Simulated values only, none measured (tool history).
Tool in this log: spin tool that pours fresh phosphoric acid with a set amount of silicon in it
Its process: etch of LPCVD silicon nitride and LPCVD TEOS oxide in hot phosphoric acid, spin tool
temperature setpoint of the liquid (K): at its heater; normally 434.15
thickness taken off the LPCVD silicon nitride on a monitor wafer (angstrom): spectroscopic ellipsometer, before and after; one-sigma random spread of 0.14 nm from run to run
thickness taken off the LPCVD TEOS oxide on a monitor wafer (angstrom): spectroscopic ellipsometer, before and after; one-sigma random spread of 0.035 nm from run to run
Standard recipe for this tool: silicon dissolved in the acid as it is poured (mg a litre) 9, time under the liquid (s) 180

run,hour,temperature setpoint of the liquid (K),silicon dissolved in the acid as it is poured (mg a litre),time under the liquid (s),"read-back film thickness of the LPCVD silicon nitride reference wafer, read on the same gauge (nm)","read-back film thickness of the LPCVD TEOS oxide reference wafer, read on the same gauge (nm)",thickness taken off the LPCVD silicon nitride on a monitor wafer (angstrom),thickness taken off the LPCVD TEOS oxide on a monitor wafer (angstrom)
1,0,434.15,9,180,100.01,99.978,163,3.95
2,107.6,434.15,9,255,99.97,99.974,225.1,5.75
3,160,434.15,9,180,99.99,100.009,160.1,3.87
4,219,434.15,9,180,100,100.037,160.2,3.83
5,285.4,434.15,9,180,100,100.017,158.9,3.7
6,524,435.65,15,210,100,100.027,188.6,4.07
# hour 560.3: gauge calibrated
# hour 563: heated supply line repaired
7,614.4,434.15,9,180,99.99,99.953,167.5,3.77
8,767,434.65,12.5,180,100.02,100.008,168.4,4.41
9,807.1,435.65,2.5,265,100.05,100.038,254.4,7.96
10,857.3,433.15,6.5,80,99.98,99.961,69.6,2.02
# hour 883.9: thermometer replaced
11,894.7,434.15,9,180,100.02,99.981,173.7,4.52
# hour 956.4: dissolved silicon flow meter replaced
12,958.5,431.65,2,240,100.02,99.942,212.4,5.91
13,1055,434.15,9,180,99.97,99.991,172.6,4.83

Run 14 comes next. What will it give?
14,1135.5,434.15,9,180,?,?,?,?

{"run 14": {"read-back film thickness of the LPCVD silicon nitride reference wafer, read on the same gauge (nm)": 100.03, "read-back film thickness of the LPCVD TEOS oxide reference wafer, read on the same gauge (nm)": 100.02, "thickness taken off the LPCVD silicon nitride on a monitor wafer (angstrom)": 170.5, "thickness taken off the LPCVD TEOS oxide on a monitor wafer (angstrom)": 4.68}}
Minus the tool's unlogged condition, the same run would have read thickness taken off the LPCVD silicon nitride on a monitor wafer (angstrom) 178.2, thickness taken off the LPCVD TEOS oxide on a monitor wafer (angstrom) 5.16.
